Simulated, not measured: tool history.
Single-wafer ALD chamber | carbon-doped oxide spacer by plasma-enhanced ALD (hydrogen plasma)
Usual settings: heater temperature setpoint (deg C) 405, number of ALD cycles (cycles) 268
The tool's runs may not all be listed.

| run | hour | heater temperature setpoint (deg C) | number of ALD cycles (cycles) | wafers since the last listed run | hours since the last thermocouple change | hours since the gauge calibration | read-back reference wafer on the same gauge, thickness_nm | mean film thickness on the monitor wafer (angstrom) |
|---|---|---|---|---|---|---|---|---|
| 1 | 0 | 405 | 268 | 0 | 1731.5 | 194.1 | 10.698 | 132.25 |
| 2 | 29.6 | 405 | 268 | 26 | 1761.1 | 223.7 | 10.699 | 132.99 |
| 3 | 62.9 | 405 | 268 | 30 | 1794.4 | 257 | 10.701 | 132.88 |
| 4 | 97.5 | 405 | 268 | 31 | 1829 | 291.6 | 10.708 | 133.14 |
| 5 | 128.4 | 405 | 268 | 28 | 1859.9 | 322.5 | 10.704 | 132.58 |
| 6 | 144.5 | 405 | 291 | 14 | 1876 | 338.6 | 10.697 | 144.02 |
| 7 | 157.4 | 405 | 268 | 11 | 1888.9 | 351.5 | 10.704 | 132.43 |
| 8 | 187.3 | 405 | 297 | 27 | 1918.8 | 381.4 | 10.695 | 147.26 |
| 9 | 220.5 | 405 | 268 | 30 | 1952 | 414.6 | 10.699 | 132.92 |
| 10 | 236.7 | 405 | 268 | 14 | 1968.2 | 430.8 | 10.693 | 132.67 |
| 11 | 255.7 | 405 | 268 | 17 | 1987.2 | 449.8 | 10.706 | 132.49 |
| 12 | 279 | 405 | 268 | 21 | 2010.5 | 473.1 | 10.702 | 133.14 |
|  | 285.3 | gauge calibrated |
| 13 | 305.7 | 405 | 227 | 24 | 2037.2 | 20.4 | 10.711 | 112.59 |
| 14 | 322 | 405 | 227 | 14 | 2053.5 | 36.7 | 10.7 | 112.84 |
| 15 | 337.1 | 405 | 227 | 13 | 2068.6 | 51.8 | 10.704 | 112.64 |
| 16 | 358.3 | 405 | 268 | 19 | 2089.8 | 73 | 10.698 | 132.23 |
|  | 379.6 | thermocouple changed; heater temperature recalibrated |
| 17 | 392 | 405 | 268 | 23 | 12.4 | 106.7 | 10.692 | 132.3 |
| 18 | 427.4 | 393 | 216 | 32 | 47.8 | 142.1 | 10.698 | 108.24 |
| 19 | 461.7 | 391 | 220 | 31 | 82.1 | 176.4 | 10.693 | 110.19 |
| 20 | 479.5 | 405 | 228 | 16 | 99.9 | 194.2 | 10.688 | 112.21 |
| 21 | 500.1 | 391 | 220 | 18 | 120.5 | 214.8 | 10.701 | 110.36 |
| 22 | 527.9 | 418 | 268 | 25 | 148.3 | 242.6 | 10.693 | 128.04 |
| 23 | 558.5 | 405 | 254 | 27 | 178.9 | 273.2 | 10.707 | 125.88 |
| 24 | 575.6 | 405 | 268 | 15 | 196 | 290.3 | 10.707 | 132.81 |
| 25 | 609.9 | 405 | 268 | 31 | 230.3 | 324.6 | 10.704 | 132.52 |
| 26 | 643.9 | 392 | 304 | 30 | 264.3 | 358.6 | 10.699 | 152.5 |
| 27 | 662.6 | 405 | 268 | 17 | 283 | 377.3 | 10.7 | 132.32 |
| 28 | 679.4 | 398 | 236 | 15 | 299.8 | 394.1 | 10.703 | 119.32 |
| 29 | 693.4 | 399 | 291 | 12 | 313.8 | 408.1 | 10.702 | 146.18 |
| 30 | 723.9 | 410 | 268 | 27 | 344.3 | 438.6 | 10.695 | 130.85 |
| 31 | 751.3 | 390 | 239 | 24 | 371.7 | 466 | 10.695 | 119.81 |
| 32 | 770.7 | 395 | 288 | 17 | 391.1 | 485.4 | 10.701 | 143.99 |
| 33 | 783.5 | 401 | 236 | 11 | 403.9 | 498.2 | 10.699 | 117.81 |
| 34 | 806.6 | 417 | 241 | 21 | 427 | 521.3 | 10.693 | 115.63 |
| 35 | 822.6 | 392 | 304 | 14 | 443 | 537.3 | 10.699 | 152.73 |

Forecast each of these 4 alternatives for the next run:
| A | 823.4 | 396 | 268 | 0 | 443.8 | 538.1 | ? | ? |
| B | 823.4 | 414 | 248 | 0 | 443.8 | 538.1 | ? | ? |
| C | 823.4 | 415 | 305 | 0 | 443.8 | 538.1 | ? | ? |
| D | 823.4 | 418 | 216 | 0 | 443.8 | 538.1 | ? | ? |

| run | read-back reference wafer on the same gauge, thickness_nm | mean film thickness on the monitor wafer (angstrom) |
|---|---|---|
| A | 10.7 | 134.63 |
| B | 10.7 | 119.75 |
| C | 10.7 | 146.87 |
| D | 10.7 | 103.16 |
Without the tool's hidden state the same runs would have given:
| run | mean film thickness on the monitor wafer (angstrom) |
|---|---|
| A | 134.63 |
| B | 119.75 |
| C | 146.87 |
| D | 103.16 |
